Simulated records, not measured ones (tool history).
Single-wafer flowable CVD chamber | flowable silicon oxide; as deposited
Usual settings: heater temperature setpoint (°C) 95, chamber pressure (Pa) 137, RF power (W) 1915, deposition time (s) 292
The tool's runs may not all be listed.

run	hour	heater temperature setpoint (°C)	chamber pressure (Pa)	RF power (W)	deposition time (s)	wafers since the last listed run	hours since the last thermocouple change	hours since the last RF generator calibration	hours since the last manometer calibration	hours since the showerhead was replaced	hours since the gauge calibration	read-back reference wafer on the same gauge, thickness_nm	mean film thickness on the monitor wafer (angstrom)
1	0.0	105	137	1915	292	0	904.9	491.5	914.4	6362.6	365.5	317.031	1897.67
2	37.0	105	137	1915	292	217	941.9	528.5	951.4	6399.6	402.5	316.643	1886.16
3	105.4	105	137	1915	292	402	1010.3	596.9	1019.8	6468.0	470.9	317.126	1891.41
4	183.1	95	137	1915	292	457	1088.0	674.6	1097.5	6545.7	548.6	317.070	2682.85
5	265.4	95	137	1915	292	484	1170.3	756.9	1179.8	6628.0	630.9	316.854	2676.98
6	521.4	95	137	1915	292	1505	1426.3	1012.9	1435.8	6884.0	886.9	317.436	2671.04
# hour 607.6: thermocouple changed; heater temperature recalibrated
7	613.7	95	137	1915	292	495	6.1	1105.2	1528.1	6976.3	979.2	316.832	2662.54
8	702.3	95	137	1915	292	521	94.7	1193.8	1616.7	7064.9	1067.8	316.733	2679.60
# hour 742.6: RF generator calibrated
# hour 750.4: gauge calibrated
9	764.2	95	137	1915	292	317	156.6	21.6	1678.6	7126.8	13.8	317.003	2691.27
10	848.2	95	137	1915	292	494	240.6	105.6	1762.6	7210.8	97.8	316.999	2673.96
11	943.1	107	147	1665	292	558	335.5	200.5	1857.5	7305.7	192.7	316.980	1822.36
12	1009.4	105	137	1915	292	390	401.8	266.8	1923.8	7372.0	259.0	316.574	1899.90
13	1058.0	91	137	2055	266	285	450.4	315.4	1972.4	7420.6	307.6	316.823	2835.11
14	1150.1	100	137	1915	273	541	542.5	407.5	2064.5	7512.7	399.7	317.248	2099.30
# hour 1187.3: showerhead replaced
15	1252.0	108	137	1915	292	552	644.4	509.4	2166.4	64.7	501.6	316.955	1707.37
# hour 1342.3: capacitance manometer re-zeroed and calibrated
16	1357.7	95	115	2045	292	574	750.1	615.1	15.4	170.4	607.3	317.031	2248.62
17	1433.3	95	115	1915	240	444	825.7	690.7	91.0	246.0	682.9	317.604	1831.23
18	1500.9	95	137	1915	292	397	893.3	758.3	158.6	313.6	750.5	317.273	2690.98
19	1553.0	95	137	1915	292	306	945.4	810.4	210.7	365.7	802.6	317.155	2665.59
# hour 1584.9: gauge calibrated
20	1595.0	80	117	1815	292	247	987.4	852.4	252.7	407.7	10.1	316.647	3631.98
21	1699.0	95	105	2220	262	611	1091.4	956.4	356.7	511.7	114.1	316.969	1867.96

How the hidden state differs across the entries between the runs, from the last listed run before each to the first after it:
Between runs 6 and 7: thermocouple changed; heater temperature recalibrated (hour 607.6)
  no hidden state differs between the two runs
Between runs 8 and 9: RF generator calibrated (hour 742.6); gauge calibrated (hour 750.4)
  no hidden state differs between the two runs
Between runs 14 and 15: showerhead replaced (hour 1187.3)
  no hidden state differs between the two runs
Between runs 15 and 16: capacitance manometer re-zeroed and calibrated (hour 1342.3)
  no hidden state differs between the two runs
Between runs 19 and 20: gauge calibrated (hour 1584.9)
  no hidden state differs between the two runs
